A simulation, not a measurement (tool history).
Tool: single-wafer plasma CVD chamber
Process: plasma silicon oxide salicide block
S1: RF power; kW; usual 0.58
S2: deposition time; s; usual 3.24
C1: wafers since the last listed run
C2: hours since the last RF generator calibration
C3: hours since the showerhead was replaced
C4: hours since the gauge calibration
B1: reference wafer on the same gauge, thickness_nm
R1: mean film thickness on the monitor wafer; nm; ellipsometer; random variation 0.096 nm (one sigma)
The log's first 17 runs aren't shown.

run 18 hour=1254.7 | S1=0.58 S2=3.24 | C1=2499 C2=1001.7 C3=307.9 C4=3191.6 | B1=35.105 | R1=28.932
run 19 hour=1336.6 | S1=0.58 S2=3.24 | C1=2451 C2=1083.6 C3=389.8 C4=3273.5 | B1=35.111 | R1=28.795
-- hour=1613.4 gauge calibrated
run 20 hour=1629.1 | S1=0.58 S2=3.24 | C1=8755 C2=1376.1 C3=682.3 C4=15.7 | B1=35.139 | R1=28.719
run 21 hour=1690.4 | S1=0.58 S2=3.24 | C1=1835 C2=1437.4 C3=743.6 C4=77 | B1=35.138 | R1=28.749
run 22 hour=1780.6 | S1=0.54 S2=3.24 | C1=2700 C2=1527.6 C3=833.8 C4=167.2 | B1=35.096 | R1=27.902
run 23 hour=1881.7 | S1=0.54 S2=3.24 | C1=3026 C2=1628.7 C3=934.9 C4=268.3 | B1=35.139 | R1=27.797
run 24 hour=1963 | S1=0.58 S2=3.24 | C1=2433 C2=1710 C3=1016.2 C4=349.6 | B1=35.162 | R1=28.53
run 25 hour=2001.9 | S1=0.67 S2=2.88 | C1=1164 C2=1748.9 C3=1055.1 C4=388.5 | B1=35.109 | R1=26.961

The next listed run, before its measurement:
run 26 hour=2063.1 | S1=0.54 S2=3.24 | C1=1832 C2=1810.1 C3=1116.3 C4=449.7 | B1=? | R1=?

Run 26 gave B1 35.118, R1 27.883 nm.
Without the tool's hidden state the same run would have given R1 29.019 nm.

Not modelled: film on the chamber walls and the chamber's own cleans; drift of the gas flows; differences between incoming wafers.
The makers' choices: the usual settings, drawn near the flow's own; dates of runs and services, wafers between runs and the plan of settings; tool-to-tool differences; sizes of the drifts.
